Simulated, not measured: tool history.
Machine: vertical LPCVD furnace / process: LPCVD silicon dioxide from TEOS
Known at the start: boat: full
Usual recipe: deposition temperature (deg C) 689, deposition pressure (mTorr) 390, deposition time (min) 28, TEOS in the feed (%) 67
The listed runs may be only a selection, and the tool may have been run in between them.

run,hour,deposition temperature (deg C),deposition pressure (mTorr),deposition time (min),TEOS in the feed (%),wafers since the last listed run,hours since the last temperature calibration,hours since the pressure gauge was zeroed,hours since the TEOS flow controller was replaced,hours since the gauge calibration,"read-back reference wafer on the same gauge, thickness",film thickness on the monitor wafer in the middle of the boat (angstrom)
1,0,689,390,28,67,0,1780.5,4601.4,5367.2,126.9,158.95,2072.3
2,7.4,689,390,28,67,83,1787.9,4608.8,5374.6,134.3,158.98,2066.6
# hour 17: gauge calibrated
3,18.3,689,390,28,67,123,1798.8,4619.7,5385.5,1.3,158.97,2073.1
4,25.5,689,390,28,67,81,1806,4626.9,5392.7,8.5,159,2064.4
5,36.2,689,390,28,67,121,1816.7,4637.6,5403.4,19.2,159,2068.6
# hour 64.7: pressure gauge zeroed
6,65.2,689,390,28,67,56,1845.7,0.5,5432.4,48.2,158.99,2071.4
7,68.7,689,390,28,67,39,1849.2,4,5435.9,51.7,159.01,2070.3
8,82.1,689,360,28,67,152,1862.6,17.4,5449.3,65.1,159.04,1986.1
# hour 118.4: TEOS flow controller replaced
9,118.9,700,450,28,57,145,1899.4,54.2,0.5,101.9,159.03,2658.9
10,122.4,689,390,37,67,39,1902.9,57.7,4,105.4,158.98,2730.1
11,125.8,689,340,28,75,38,1906.3,61.1,7.4,108.8,158.99,2043.5
12,129.2,689,390,28,80,18,1909.7,64.5,10.8,112.2,159.03,2261.7
# hour 137.1: gauge calibrated
# hour 151.4: thermocouples replaced and temperature profile calibrated
13,151.9,689,415,32,67,5,0.5,87.2,33.5,14.8,159,2244.8
14,155.4,681,390,28,62,39,4,90.7,37,18.3,159.03,1518.7
15,167.6,689,390,28,67,138,16.2,102.9,49.2,30.5,159.02,1911.1
16,174.3,681,390,28,62,76,22.9,109.6,55.9,37.2,159.04,1517.7
17,191.3,689,390,28,67,192,39.9,126.6,72.9,54.2,159.01,1920

Hidden state or all else? Some run-to-run changes of film thickness on the monitor wafer in the middle of the boat (angstrom), split into what the settings, what came in and random variation would give without the hidden state, and what is left for the hidden state (with any gauge scatter that isn't in both results):
What the log doesn't record here: true tube temperature minus thermocouple reading, K; true pressure minus gauge reading, mTorr; deviation of the TEOS flow from its setpoint, %; gauge reads high (%).
Run 12 -> 13: deposition pressure (mTorr) 390 -> 415, deposition time (min) 28 -> 32, TEOS in the feed (%) 80 -> 67, gauge calibrated, thermocouples replaced and temperature profile calibrated. film thickness on the monitor wafer in the middle of the boat (angstrom) -16.9: hidden state -172.7, all else +155.8.
Run 13 -> 14: deposition temperature (deg C) 689 -> 681, deposition pressure (mTorr) 415 -> 390, deposition time (min) 32 -> 28, TEOS in the feed (%) 67 -> 62. film thickness on the monitor wafer in the middle of the boat (angstrom) -726.1: hidden state -15.4, all else -710.7.
